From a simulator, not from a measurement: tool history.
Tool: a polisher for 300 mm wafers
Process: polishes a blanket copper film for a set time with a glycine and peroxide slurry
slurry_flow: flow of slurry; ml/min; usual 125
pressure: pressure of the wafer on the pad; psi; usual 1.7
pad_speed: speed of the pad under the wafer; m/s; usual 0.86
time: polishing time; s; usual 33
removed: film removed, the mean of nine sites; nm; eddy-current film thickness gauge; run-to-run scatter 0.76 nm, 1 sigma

run     day  slurry_flow  pressure  pad_speed  time  incoming thickness of the incoming film, nm  removed
  1   0.000          125       1.7       0.86    33                                       2390.7    117.7
  2   2.188          125       1.4       0.86    33                                       2422.7    109.4
  3   3.738          125       1.4       0.86    33                                       2375.0    108.6
  4   5.983          125       1.7       0.86    25                                       2384.2     89.0
      7.842  -- worn pad replaced by a new one
      8.133  -- head pressure recalibrated
  5   8.854          125       1.7       0.86    25                                       2380.8     90.1
  6  11.554          125       2.2       0.86    33                                       2413.3    133.5
  7  12.858          125       2.2       0.86    33                                       2401.2    133.1
     13.054  -- slurry nozzle cleaned
  8  21.708          125       1.7       0.86    33                                       2375.9    118.2
  9  24.367          125       1.7       0.86    33                                       2423.4    117.8
     25.917  -- worn pad replaced by a new one
 10  26.725          125       1.8       0.86    33                                       2341.6    120.1
 11  29.538          125       1.7       0.86    33                                       2407.7    117.1
 12  31.217          125       1.7       0.86    28                                       2358.7     99.5
     31.317  -- slurry nozzle cleaned
 13  32.821          125       1.7       0.86    28                                       2412.8     98.9
 14  34.792           95       1.7       0.86    33                                       2369.4    109.4
 15  36.088          125       1.7       0.86    33                                       2360.1    118.2
 16  37.158          150       1.7       0.86    33                                       2414.2    121.6
 17  38.208          145       1.7       0.86    38                                       2339.6    140.4
 18  39.438           85       1.7       1.04    33                                       2383.2    122.9
 19  41.067          170       1.7       0.56    26                                       2370.9     73.0
 20  43.242          125       1.7       0.86    33                                       2427.3    118.1
     44.138  -- worn pad replaced by a new one
 21  51.146          125       1.7       0.86    25                                       2421.4     89.3
     53.454  -- slurry nozzle cleaned
 22  53.854          105       1.3       0.86    33                                       2416.1    101.7
 23  56.342          125       1.7       0.76    36                                       2365.6    117.7
 24  57.667          170       1.7       0.98    33                                       2353.0    134.5
     60.429  -- head pressure recalibrated
 25  63.283          125       1.7       0.86    41                                       2380.0    146.4
 26  64.750           85       1.5       0.86    40                                       2399.8    123.4
     64.967  -- worn pad replaced by a new one
 27  66.329          125       1.7       0.86    23                                       2371.1     81.4
 28  67.512          125       1.7       1.16    23                                       2369.3    101.6
 29  69.100          125       1.7       0.86    33                                       2415.2    116.5
     71.883  -- slurry nozzle cleaned
 30  74.154          125       1.7       0.86    33                                       2376.3    118.2
 31  76.283          155       2.1       0.60    33                                       2426.6    104.2
 32  78.333          125       1.5       0.64    33                                       2389.9     90.9
 33  80.500          125       1.4       0.66    33                                       2335.5     91.9
 34  81.688          150       1.7       0.86    33                                       2404.8    122.5
 35  83.167          160       1.7       0.70    27                                       2393.9     86.7
 36  84.775          145       1.7       0.86    42                                       2397.9    153.5

The tool's hidden state at each run:
removal rate lost through wear of the pad, %: 0 on each run
slurry flow missing at the pad, %: 0 on each run
deviation of the head's pressure from its setpoint, %: 0 on each run
